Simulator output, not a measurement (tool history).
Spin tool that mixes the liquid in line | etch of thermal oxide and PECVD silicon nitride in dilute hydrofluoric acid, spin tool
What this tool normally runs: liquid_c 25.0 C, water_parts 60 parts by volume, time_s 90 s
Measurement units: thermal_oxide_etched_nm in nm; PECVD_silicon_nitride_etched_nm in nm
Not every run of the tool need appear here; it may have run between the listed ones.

run     day  liquid_c  water_parts  time_s  wafers since the last listed run  hours since the thermometer was replaced  hours since the hydrofluoric acid flow meter was replaced  hours since the gauge calibration  read-back film thickness of the thermal oxide reference wafer, read on the same gauge (nm)  read-back film thickness of the PECVD silicon nitride reference wafer, read on the same gauge (nm)  thermal_oxide_etched_nm  PECVD_silicon_nitride_etched_nm
  1   0.000      25.0           60      75                                 0                                    1955.3                                                       51.6                             1201.5                                                                                       29.96                                                                                             139.997                     6.61                            2.372
  2   1.208      25.0           60      90                               211                                    1984.3                                                       80.6                             1230.5                                                                                       29.99                                                                                             140.007                     7.99                            2.845
      1.642  -- thermometer replaced
  3   2.462      25.0           60      90                               212                                      19.7                                                      110.7                             1260.6                                                                                       30.00                                                                                             139.995                     7.92                            2.931
  4   3.488      25.0           60      90                               179                                      44.3                                                      135.3                             1285.2                                                                                       30.03                                                                                             139.971                     7.88                            2.817
  5   4.671      25.0           60      90                               207                                      72.7                                                      163.7                             1313.6                                                                                       29.99                                                                                             139.987                     7.95                            2.873
  6   5.712      29.5           80      90                               182                                      97.7                                                      188.7                             1338.6                                                                                       29.98                                                                                             140.007                     6.97                            2.930
  7   6.625      25.0           30     115                               159                                     119.6                                                      210.6                             1360.5                                                                                       29.99                                                                                             139.989                    21.07                            7.135
      6.962  -- hydrofluoric acid flow meter replaced, repeated, since the last time left the tool worse
  8   9.896      25.0           40      90                               566                                     198.1                                                       70.4                             1439.0                                                                                       30.01                                                                                             140.017                    11.65                            3.989
  9  10.492      28.0           80      70                               104                                     212.4                                                       84.7                             1453.3                                                                                       29.98                                                                                             139.994                     4.81                            1.946
     11.533  -- gauge calibrated
 10  11.733      25.0           35     115                               217                                     242.2                                                      114.5                                4.8                                                                                       30.01                                                                                             139.995                    17.21                            6.043
 11  12.421      29.5           60     120                               120                                     258.7                                                      131.0                               21.3                                                                                       30.03                                                                                             140.003                    12.02                            4.845
 12  16.258      25.0           60      90                               672                                     350.8                                                      223.1                              113.4                                                                                       30.00                                                                                             139.994                     7.56                            2.780
 13  17.688      23.0           80     105                               250                                     385.1                                                      257.4                              147.7                                                                                       30.03                                                                                             139.981                     5.96                            2.080
 14  18.579      30.0           60      90                               156                                     406.5                                                      278.8                              169.1                                                                                       30.00                                                                                             139.985                     9.31                            3.801
 15  19.171      21.5           35      60                               103                                     420.7                                                      293.0                              183.3                                                                                       29.98                                                                                             139.988                     7.83                            2.490
 16  19.879      22.0           80     130                               124                                     437.7                                                      310.0                              200.3                                                                                       30.00                                                                                             140.012                     7.12                            2.496
 17  21.196      25.0           60      90                               230                                     469.3                                                      341.6                              231.9                                                                                       30.01                                                                                             139.986                     7.60                            2.756
 18  21.971      25.0           45      90                               135                                     487.9                                                      360.2                              250.5                                                                                       30.01                                                                                             140.014                    10.39                            3.692
 19  22.829      28.5           60      90                               150                                     508.5                                                      380.8                              271.1                                                                                       30.03                                                                                             140.010                     8.82                            3.493
 20  24.129      25.0           60      90                               227                                     539.7                                                      412.0                              302.3                                                                                       30.01                                                                                             139.995                     7.68                            2.796
 21  25.229      20.0           50      65                               192                                     566.1                                                      438.4                              328.7                                                                                       30.04                                                                                             139.979                     5.47                            1.705
 22  26.512      26.5           50      90                               225                                     596.9                                                      469.2                              359.5                                                                                       30.00                                                                                             139.998                     9.89                            3.747
 23  27.746      21.0           60     135                               216                                     626.5                                                      498.8                              389.1                                                                                       30.02                                                                                             140.033                     9.81                            3.112
 24  28.892      21.0           60      90                               200                                     654.0                                                      526.3                              416.6                                                                                       29.99                                                                                             140.020                     6.51                            2.103
 25  29.962      20.5           60      75                               187                                     679.7                                                      552.0                              442.3                                                                                       29.99                                                                                             139.991                     5.33                            1.697

List, for all runs, the conditions of the tool that the log does not record:
liquid hotter than its thermometer reads (K): 0, the same for each run
gauge reads high (%): 0, the same for each run
H1: hydrofluoric acid flow above the setpoint (%)
run     H1
  1   5.25
  2   5.37
  3   5.49
  4   5.58
  5    5.7
  6    5.8
  7   5.88
  8  0.569
  9  0.626
 10  0.745
 11  0.811
 12   1.18
 13   1.32
 14    1.4
 15   1.46
 16   1.53
 17   1.65
 18   1.73
 19   1.81
 20   1.93
 21   2.04
 22   2.16
 23   2.28
 24   2.39
 25   2.49

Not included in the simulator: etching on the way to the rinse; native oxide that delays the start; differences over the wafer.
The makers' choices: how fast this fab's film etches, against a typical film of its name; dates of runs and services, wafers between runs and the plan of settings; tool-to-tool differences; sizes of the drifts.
